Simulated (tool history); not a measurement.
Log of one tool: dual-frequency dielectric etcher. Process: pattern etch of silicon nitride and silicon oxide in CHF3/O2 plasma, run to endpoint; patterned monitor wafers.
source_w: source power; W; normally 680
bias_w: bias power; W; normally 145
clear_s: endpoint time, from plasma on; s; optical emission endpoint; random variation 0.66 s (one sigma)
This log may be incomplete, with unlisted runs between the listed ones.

run   hour  source_w  bias_w  wafers since the last listed run  hours since the last wet clean  hours since the last source power generator calibration  hours since the last bias power generator calibration  hours since the last upper electrode change  incoming incoming film thickness, nm  clear_s
  1      0       680     125                                 0                           251.6                                                   4005.3                                                 2663.8                                       2450.8                                 287.8    212.4
  2   16.7       680     125                               149                           268.3                                                     4022                                                 2680.5                                       2467.5                                 286.2    210.7
  3   30.7       680     125                               124                           282.3                                                     4036                                                 2694.5                                       2481.5                                 287.4    212.3
  4   40.4       680     145                                86                             292                                                   4045.7                                                 2704.2                                       2491.2                                 285.9    197.4
  5   58.2       680     145                               158                           309.8                                                   4063.5                                                   2722                                         2509                                 287.5    198.1
  6   82.7       680     162                               218                           334.3                                                     4088                                                 2746.5                                       2533.5                                 286.8    187.6
  7   94.7       680     145                               107                           346.3                                                     4100                                                 2758.5                                       2545.5                                 288.8    200.5
  8  105.9       680     145                                99                           357.5                                                   4111.2                                                 2769.7                                       2556.7                                   288    198.9
  9  116.7       680     145                                96                           368.3                                                     4122                                                 2780.5                                       2567.5                                 284.4    197.1
 10  128.6       680     145                               106                           380.2                                                   4133.9                                                 2792.4                                       2579.4                                 286.4    198.4
 11    138       770     145                                83                           389.6                                                   4143.3                                                 2801.8                                       2588.8                                 287.3    183.4
 12  144.1       680     145                                54                           395.7                                                   4149.4                                                 2807.9                                       2594.9                                 285.4    197.8
     180.2  -- wet clean of the chamber
     196.6  -- upper electrode replaced
 13  197.1       680     145                               113                            16.9                                                   4202.4                                                 2860.9                                          0.5                                 283.9    203.4
 14  197.4       680     145                                 2                            17.2                                                   4202.7                                                 2861.2                                          0.8                                 289.8    209.1
 15  197.8       550     158                                 3                            17.6                                                   4203.1                                                 2861.6                                          1.2                                 283.8    224.6
 16  200.9       610     174                                27                            20.7                                                   4206.2                                                 2864.7                                          4.3                                 284.9    200.8
 17  207.5       680     111                                58                            27.3                                                   4212.8                                                 2871.3                                         10.9                                 286.8    235.1
 18  222.6       630     115                               134                            42.4                                                   4227.9                                                 2886.4                                           26                                 285.7    243.9
     257.7  -- wet clean of the chamber, repeated, since the last time left the tool worse
     258.3  -- bias power generator calibrated
 19  258.8       680     145                               103                             1.1                                                   4264.1                                                    0.5                                         62.2                                 285.7    191.9
 20  259.2       680     145                                 3                             1.5                                                   4264.5                                                    0.9                                         62.6                                 285.6      192
 21  263.8       730     120                                41                             6.1                                                   4269.1                                                    5.5                                         67.2                                 286.3      202
     274.4  -- source power generator calibrated
 22  275.5       680     145                                68                            17.8                                                      1.1                                                   17.2                                         78.9                                 287.5    191.9
 23  288.4       760     179                               115                            30.7                                                       14                                                   30.1                                         91.8                                 284.8    161.9
 24  295.3       740     178                                61                            37.6                                                     20.9                                                     37                                         98.7                                 287.5    166.3
 25  308.8       550     171                               120                            51.1                                                     34.4                                                   50.5                                        112.2                                 288.7    206.5
 26  322.9       800     124                               125                            65.2                                                     48.5                                                   64.6                                        126.3                                 286.6      189
 27  337.1       580     116                               126                            79.4                                                     62.7                                                   78.8                                        140.5                                 286.3    240.9
 28  349.9       680     127                               114                            92.2                                                     75.5                                                   91.6                                        153.3                                 288.6      208
 29  364.5       800     145                               130                           106.8                                                     90.1                                                  106.2                                        167.9                                 289.1      177

How the hidden state differs across the entries between the runs, from the last listed run before each to the first after it:
Run 12 -> run 13: wet clean of the chamber (hour 180.2); upper electrode replaced (hour 196.6)
  etch rate over this chamber's usual, %: -3.09 -> -6.37
  the result without the hidden state subtracted from the measured one, clear_s: +6.1 -> +13 s
Run 18 -> run 19: wet clean of the chamber, repeated, since the last time left the tool worse (hour 257.7); bias power generator calibrated (hour 258.3)
  etch rate over this chamber's usual, %: -6.6 -> 0.269
  the result without the hidden state subtracted from the measured one, clear_s: +16 -> -0.5 s
Run 21 -> run 22: source power generator calibrated (hour 274.4)
  etch rate over this chamber's usual, %: 0.225 -> 0.121
  the result without the hidden state subtracted from the measured one, clear_s: -0.4 -> -0.3 s

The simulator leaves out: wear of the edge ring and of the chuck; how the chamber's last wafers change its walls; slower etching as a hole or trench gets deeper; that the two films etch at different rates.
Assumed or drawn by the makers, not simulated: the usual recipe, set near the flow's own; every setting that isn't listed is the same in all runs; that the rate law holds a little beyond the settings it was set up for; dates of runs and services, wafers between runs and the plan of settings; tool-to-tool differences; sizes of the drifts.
